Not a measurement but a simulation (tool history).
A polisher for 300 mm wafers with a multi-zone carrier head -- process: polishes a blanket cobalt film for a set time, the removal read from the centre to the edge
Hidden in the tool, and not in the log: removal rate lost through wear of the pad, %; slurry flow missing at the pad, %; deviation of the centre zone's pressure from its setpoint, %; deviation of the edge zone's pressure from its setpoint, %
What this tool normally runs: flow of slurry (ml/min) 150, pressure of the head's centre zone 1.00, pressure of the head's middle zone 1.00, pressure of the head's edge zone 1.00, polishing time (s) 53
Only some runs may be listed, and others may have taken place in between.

run	day	flow of slurry (ml/min)	pressure of the head's centre zone	pressure of the head's middle zone	pressure of the head's edge zone	polishing time (s)	wafers since the last listed run	wafers polished on this pad	hours since the slurry nozzle was cleaned	hours since the centre zone pressure was calibrated	hours since the edge zone pressure was calibrated	hours since the carrier head's membrane was replaced	incoming thickness of the incoming film, nm	film removed at the wafer's centre (nm)	film removed at mid-radius (nm)	film removed at the wafer's edge (nm)
1	0.000	150	1.00	1.04	1.00	47	0	957	715.8	35.9	696.1	1560.8	673.0	196.0	222.9	218.2
2	0.750	150	1.00	1.00	1.10	42	256	1213	733.8	53.9	714.1	1578.8	668.7	174.6	191.5	205.3
3	1.021	180	1.00	0.95	1.00	53	92	1306	740.3	60.4	720.6	1585.3	658.6	231.2	242.4	253.6
4	1.629	130	1.00	0.94	1.00	62	208	1514	754.9	75.0	735.2	1599.9	669.5	246.2	262.0	283.5
5	2.025	150	0.88	1.00	1.00	44	135	1649	764.4	84.5	744.7	1609.4	669.5	160.4	199.2	204.5
6	2.338	150	1.00	1.00	0.90	53	106	1756	771.9	92.0	752.2	1616.9	648.4	219.1	243.4	234.4
# day 2.550: worn pad replaced by a new one
# day 2.912: carrier head's membrane replaced by a new one
7	2.933	150	1.00	1.00	0.89	53	75	60	786.2	106.3	766.5	0.5	655.8	219.9	243.5	235.2
8	3.379	150	0.94	1.00	0.91	53	152	212	796.9	117.0	777.2	11.2	675.4	206.7	242.8	238.0
# day 3.954: slurry nozzle cleaned
9	3.967	150	1.04	1.00	1.00	53	186	399	0.3	131.1	791.3	25.3	664.4	224.2	244.8	246.6
# day 4.479: edge zone pressure recalibrated
10	4.650	170	1.00	1.00	1.00	53	205	604	16.7	147.5	4.1	41.7	656.5	225.0	253.3	252.0
11	5.133	110	1.00	1.00	1.05	53	165	769	28.3	159.1	15.7	53.3	657.7	200.3	224.6	238.7
12	5.446	150	1.08	1.00	1.00	48	106	876	35.8	166.6	23.2	60.8	653.6	210.3	217.9	222.8
# day 5.867: centre zone pressure recalibrated, repeated, since the last time left the tool worse
13	5.888	150	0.96	1.03	1.00	53	122	999	46.4	0.5	33.8	71.4	652.0	246.0	248.5	246.5
14	6.371	150	1.00	1.00	1.00	53	165	1164	58.0	12.1	45.4	83.0	648.3	245.4	245.0	245.4
15	7.608	170	1.00	0.92	0.95	47	423	1588	87.7	41.8	75.1	112.7	664.0	226.1	208.0	217.4
# day 7.867: worn pad replaced by a new one
16	8.279	150	1.00	1.05	1.08	53	172	140	103.8	57.9	91.2	128.8	654.1	252.9	253.1	254.6
17	8.562	180	0.89	1.05	0.90	53	96	237	110.6	64.7	98.0	135.6	650.9	234.1	268.2	240.4
18	8.838	150	1.06	1.00	1.00	53	94	331	117.2	71.3	104.6	142.2	658.8	257.2	240.1	248.7
19	9.450	150	0.92	0.88	1.10	53	209	540	131.9	86.0	119.3	156.9	671.4	234.5	217.3	259.8
20	10.767	150	1.00	1.00	1.00	53	450	991	163.5	117.6	150.9	188.5	666.7	251.9	244.5	248.3
21	11.212	150	1.00	1.00	1.00	53	152	1143	174.2	128.3	161.6	199.2	663.6	246.2	238.1	249.2

Consider 5 possible next runs. They are alternatives, not a sequence: every one starts from the tool as it was left by run 21. What does each give?
A	11.229	150	1.00	1.00	0.88	53	5	1149	174.6	128.7	162.0	199.6	661.0	?	?	?
B	11.229	150	1.00	1.00	1.10	48	5	1149	174.6	128.7	162.0	199.6	661.0	?	?	?
C	11.229	170	1.00	1.00	1.09	44	5	1149	174.6	128.7	162.0	199.6	661.0	?	?	?
D	11.229	150	1.04	0.97	1.00	53	5	1149	174.6	128.7	162.0	199.6	661.0	?	?	?
E	11.229	135	0.94	1.00	1.05	53	5	1149	174.6	128.7	162.0	199.6	661.0	?	?	?

run	film removed at the wafer's centre (nm)	film removed at mid-radius (nm)	film removed at the wafer's edge (nm)
A	249.5	240.1	231.7
B	226.0	217.4	233.5
C	212.9	204.2	216.9
D	257.1	234.0	246.1
E	231.8	234.5	247.7
Take away the tool's hidden state, keep each run's random variation, and the runs would have read:
run	film removed at the wafer's centre (nm)	film removed at mid-radius (nm)	film removed at the wafer's edge (nm)
A	249.4	240.1	231.7
B	225.9	217.4	233.5
C	212.8	204.2	216.9
D	257.0	234.0	246.1
E	231.7	234.5	247.7
